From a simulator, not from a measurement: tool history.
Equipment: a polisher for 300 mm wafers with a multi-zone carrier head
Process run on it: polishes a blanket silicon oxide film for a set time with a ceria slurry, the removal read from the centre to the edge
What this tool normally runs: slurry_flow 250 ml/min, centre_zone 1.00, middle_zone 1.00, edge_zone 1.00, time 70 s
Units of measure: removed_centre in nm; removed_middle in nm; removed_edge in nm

| run | hour | slurry_flow | centre_zone | middle_zone | edge_zone | time | wafers since the last listed run | wafers polished on this pad | hours since the slurry nozzle was cleaned | hours since the centre zone pressure was calibrated | hours since the edge zone pressure was calibrated | hours since the carrier head's membrane was replaced | incoming thickness of the incoming film, nm | removed_centre | removed_middle | removed_edge |
|---|---|---|---|---|---|---|---|---|---|---|---|---|---|---|---|---|
| 1 | 0.0 | 250 | 1.00 | 1.00 | 1.00 | 70 | 0 | 24 | 46.3 | 983.2 | 753.9 | 932.4 | 1145.4 | 470.4 | 438.3 | 429.0 |
| 2 | 7.0 | 250 | 1.00 | 1.00 | 1.00 | 70 | 54 | 78 | 53.3 | 990.2 | 760.9 | 939.4 | 1147.1 | 469.0 | 443.5 | 431.7 |
| 3 | 21.6 | 250 | 1.00 | 1.00 | 1.00 | 70 | 113 | 192 | 67.9 | 1004.8 | 775.5 | 954.0 | 1128.7 | 466.3 | 446.5 | 431.4 |
| 4 | 30.4 | 175 | 1.00 | 1.00 | 1.05 | 88 | 68 | 260 | 76.7 | 1013.6 | 784.3 | 962.8 | 1157.5 | 562.0 | 520.4 | 538.9 |
| 5 | 43.0 | 250 | 0.93 | 0.90 | 0.94 | 70 | 97 | 358 | 89.3 | 1026.2 | 796.9 | 975.4 | 1141.9 | 439.9 | 418.6 | 420.6 |
| 6 | 56.8 | 250 | 1.00 | 1.00 | 1.00 | 70 | 107 | 465 | 103.1 | 1040.0 | 810.7 | 989.2 | 1144.0 | 473.5 | 439.9 | 432.9 |
| 7 | 63.5 | 175 | 1.00 | 0.96 | 1.00 | 70 | 52 | 517 | 109.8 | 1046.7 | 817.4 | 995.9 | 1130.3 | 440.2 | 412.3 | 416.3 |
| 8 | 78.8 | 250 | 0.90 | 1.00 | 1.00 | 76 | 118 | 636 | 125.1 | 1062.0 | 832.7 | 1011.2 | 1142.7 | 468.3 | 480.4 | 471.3 |
|  | 110.7 | worn pad replaced by a new one |
| 9 | 122.6 | 250 | 1.00 | 0.92 | 1.11 | 70 | 309 | 92 | 168.9 | 1105.8 | 876.5 | 1055.0 | 1137.0 | 474.9 | 418.8 | 456.9 |
|  | 127.7 | centre zone pressure recalibrated |
|  | 129.6 | edge zone pressure recalibrated |
| 10 | 150.6 | 250 | 1.00 | 1.00 | 1.00 | 70 | 187 | 279 | 196.9 | 22.9 | 21.0 | 1083.0 | 1127.9 | 436.4 | 436.3 | 430.2 |
|  | 158.1 | carrier head's membrane replaced by a new one |
| 11 | 163.7 | 320 | 1.00 | 1.00 | 1.00 | 70 | 62 | 342 | 210.0 | 36.0 | 34.1 | 5.6 | 1131.7 | 448.9 | 446.6 | 438.2 |
|  | 169.4 | slurry nozzle cleaned |
| 12 | 172.3 | 250 | 0.95 | 1.00 | 1.00 | 70 | 59 | 401 | 2.9 | 44.6 | 42.7 | 14.2 | 1145.6 | 415.7 | 437.4 | 431.3 |
| 13 | 192.4 | 335 | 1.00 | 1.00 | 0.89 | 88 | 156 | 557 | 23.0 | 64.7 | 62.8 | 34.3 | 1133.1 | 572.7 | 564.4 | 526.2 |
| 14 | 205.0 | 250 | 0.89 | 0.89 | 1.00 | 52 | 97 | 655 | 35.6 | 77.3 | 75.4 | 46.9 | 1136.5 | 296.1 | 310.3 | 321.5 |
| 15 | 221.4 | 250 | 1.00 | 1.00 | 1.00 | 70 | 127 | 782 | 52.0 | 93.7 | 91.8 | 63.3 | 1140.4 | 446.8 | 450.3 | 432.6 |
|  | 246.5 | worn pad replaced by a new one |
| 16 | 264.3 | 250 | 1.00 | 1.00 | 1.00 | 70 | 302 | 138 | 94.9 | 136.6 | 134.7 | 106.2 | 1144.4 | 437.4 | 436.5 | 431.6 |
| 17 | 272.6 | 250 | 1.00 | 1.00 | 1.00 | 70 | 64 | 202 | 103.2 | 144.9 | 143.0 | 114.5 | 1140.5 | 441.5 | 436.0 | 428.1 |
| 18 | 289.3 | 220 | 1.09 | 0.96 | 1.00 | 81 | 129 | 332 | 119.9 | 161.6 | 159.7 | 131.2 | 1140.8 | 545.5 | 484.1 | 489.9 |
| 19 | 303.1 | 250 | 0.93 | 0.90 | 0.94 | 70 | 107 | 439 | 133.7 | 175.4 | 173.5 | 145.0 | 1146.6 | 422.4 | 413.6 | 414.8 |
| 20 | 349.6 | 220 | 1.05 | 0.89 | 1.00 | 70 | 361 | 801 | 180.2 | 221.9 | 220.0 | 191.5 | 1160.8 | 463.4 | 410.7 | 424.4 |
| 21 | 357.7 | 250 | 1.00 | 1.00 | 1.00 | 70 | 62 | 864 | 188.3 | 230.0 | 228.1 | 199.6 | 1157.0 | 455.7 | 439.9 | 428.4 |
| 22 | 375.3 | 250 | 1.00 | 1.00 | 1.00 | 70 | 136 | 1001 | 205.9 | 247.6 | 245.7 | 217.2 | 1135.5 | 457.1 | 438.7 | 432.0 |
|  | 383.8 | worn pad replaced by a new one |
|  | 383.8 | slurry nozzle cleaned |
| 23 | 384.2 | 250 | 1.00 | 1.00 | 1.04 | 70 | 37 | 2 | 0.4 | 256.5 | 254.6 | 226.1 | 1143.4 | 447.2 | 445.4 | 442.2 |

Below are 3 alternative next runs, each starting from the tool's condition after run 23. Predict each:
| A | 384.6 | 250 | 1.00 | 1.00 | 1.00 | 70 | 3 | 5 | 0.8 | 256.9 | 255.0 | 226.5 | 1130.3 | ? | ? | ? |
| B | 384.6 | 250 | 1.00 | 1.00 | 0.89 | 53 | 3 | 5 | 0.8 | 256.9 | 255.0 | 226.5 | 1130.3 | ? | ? | ? |
| C | 384.6 | 330 | 1.00 | 1.00 | 1.00 | 70 | 3 | 5 | 0.8 | 256.9 | 255.0 | 226.5 | 1130.3 | ? | ? | ? |

| run | removed_centre | removed_middle | removed_edge |
|---|---|---|---|
| A | 455.5 | 439.5 | 427.7 |
| B | 344.9 | 332.9 | 306.6 |
| C | 469.0 | 451.3 | 436.4 |
Without the tool's unlogged condition, the same runs would have read:
| run | removed_centre | removed_middle | removed_edge |
|---|---|---|---|
| A | 431.0 | 439.7 | 427.7 |
| B | 326.3 | 333.0 | 306.6 |
| C | 443.8 | 451.5 | 436.4 |
